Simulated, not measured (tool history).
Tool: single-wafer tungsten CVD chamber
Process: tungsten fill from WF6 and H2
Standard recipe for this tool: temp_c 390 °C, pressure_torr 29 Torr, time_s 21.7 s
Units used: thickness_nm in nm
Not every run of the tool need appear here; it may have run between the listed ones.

run	hour	temp_c	pressure_torr	time_s	read-back reference wafer on the same gauge, thickness_nm	thickness_nm
1	0	385	29	21.7	60.21	47.844
2	50.7	385	29	21.7	60.271	47.727
3	120.8	385	29	21.7	60.384	48.175
4	181.9	390	29	21.7	60.449	53.774
5	248.8	390	29	21.7	60.674	53.601
6	277.2	390	29	23.9	60.761	59.13
7	347.8	390	29	23.9	60.901	59.6
8	392.9	390	29	21.7	60.999	54.748
# hour 422.3: showerhead replaced
9	438.4	390	29	21.7	61.18	54.306
10	471.7	387	29	21.7	61.298	50.501
11	512.6	387	29	21.7	61.472	50.902
12	541.9	387	29	21.7	61.585	50.853
# hour 596.7: capacitance manometer re-zeroed and calibrated
13	597.2	382	22.2	21.7	61.847	41.245
# hour 638.4: thermocouple changed; heater temperature recalibrated
14	638.9	390	29	19.6	61.926	49.682
15	697	395	23.8	21.7	62.212	56.606
# hour 728.2: gauge calibrated
16	737.9	380	29	21.7	59.777	42.504
17	764.9	378	33.5	19.7	59.775	38.67
18	800.8	390	29	18.8	59.762	46.101
19	829.6	397	36	21.7	59.732	67.639
20	893.4	376	29	23.4	59.835	41.638

Predict the results of run 21:
21	947.2	390	29	21.7	?	?

For run 21 the tool returned read-back reference wafer on the same gauge, thickness_nm 59.798, thickness_nm 52.861 nm.
On a tool with no hidden condition, and with the same random variation, this run would have come out at thickness_nm 52.977 nm.
